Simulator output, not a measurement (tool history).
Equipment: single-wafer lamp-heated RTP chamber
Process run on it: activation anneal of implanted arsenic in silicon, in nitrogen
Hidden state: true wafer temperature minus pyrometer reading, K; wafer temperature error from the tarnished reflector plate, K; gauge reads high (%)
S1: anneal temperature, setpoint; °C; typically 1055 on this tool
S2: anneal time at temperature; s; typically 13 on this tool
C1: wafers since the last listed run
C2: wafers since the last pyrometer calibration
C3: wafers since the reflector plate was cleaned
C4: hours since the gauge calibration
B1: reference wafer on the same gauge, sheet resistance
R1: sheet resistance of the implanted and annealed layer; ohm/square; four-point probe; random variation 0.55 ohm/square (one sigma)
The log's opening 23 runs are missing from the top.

run 24 hour=581.8 | S1=1073 S2=13 | C1=313 C2=320 C3=4166 C4=142.5 | B1=113.31 | R1=132.09
run 25 hour=612.3 | S1=1045 S2=18 | C1=457 C2=778 C3=4624 C4=173 | B1=113.52 | R1=134.79
-- hour=622 reflector plate cleaned
run 26 hour=645.4 | S1=1082 S2=10 | C1=376 C2=1155 C3=351 C4=206.1 | B1=113.19 | R1=133.38
run 27 hour=658.4 | S1=1055 S2=13 | C1=195 C2=1350 C3=546 C4=219.1 | B1=113.35 | R1=137.78
run 28 hour=687.7 | S1=1063 S2=13 | C1=439 C2=1790 C3=986 C4=248.4 | B1=113.52 | R1=135.36
run 29 hour=713.6 | S1=1069 S2=7 | C1=388 C2=2179 C3=1375 C4=274.3 | B1=113 | R1=141.28
run 30 hour=728.7 | S1=1055 S2=18 | C1=226 C2=2406 C3=1602 C4=289.4 | B1=112.95 | R1=132.75
run 31 hour=753.3 | S1=1041 S2=16 | C1=369 C2=2775 C3=1971 C4=314 | B1=113.24 | R1=139.02
run 32 hour=786.6 | S1=1055 S2=13 | C1=499 C2=3275 C3=2471 C4=347.3 | B1=113.1 | R1=137.37
run 33 hour=809.8 | S1=1038 S2=19 | C1=348 C2=3623 C3=2819 C4=370.5 | B1=113.03 | R1=137.14
run 34 hour=823.8 | S1=1055 S2=13 | C1=210 C2=3833 C3=3029 C4=384.5 | B1=112.95 | R1=136.22
run 35 hour=845.2 | S1=1039 S2=18 | C1=321 C2=4155 C3=3351 C4=405.9 | B1=112.91 | R1=136.91
run 36 hour=879.1 | S1=1055 S2=11 | C1=508 C2=4664 C3=3860 C4=439.8 | B1=112.93 | R1=139.35
run 37 hour=911.2 | S1=1055 S2=13 | C1=481 C2=5146 C3=4342 C4=471.9 | B1=112.61 | R1=135.33

Branching from run 37: 4 alternative next runs. What would each branch give?
run A hour=911.6 | S1=1055 S2=13 | C1=6 C2=5152 C3=4348 C4=472.3 | B1=? | R1=?
run B hour=911.6 | S1=1076 S2=7 | C1=6 C2=5152 C3=4348 C4=472.3 | B1=? | R1=?
run C hour=911.6 | S1=1055 S2=21 | C1=6 C2=5152 C3=4348 C4=472.3 | B1=? | R1=?
run D hour=911.6 | S1=1070 S2=7 | C1=6 C2=5152 C3=4348 C4=472.3 | B1=? | R1=?

run=A B1=112.9 R1=136.93
run=B B1=112.9 R1=139.1
run=C B1=112.9 R1=130.96
run=D B1=112.9 R1=140.75
The same runs, with their run-to-run variation unchanged, on a tool lacking any hidden condition would have given:
run=A R1=138.33
run=B R1=140.52
run=C R1=132.3
run=D R1=142.19

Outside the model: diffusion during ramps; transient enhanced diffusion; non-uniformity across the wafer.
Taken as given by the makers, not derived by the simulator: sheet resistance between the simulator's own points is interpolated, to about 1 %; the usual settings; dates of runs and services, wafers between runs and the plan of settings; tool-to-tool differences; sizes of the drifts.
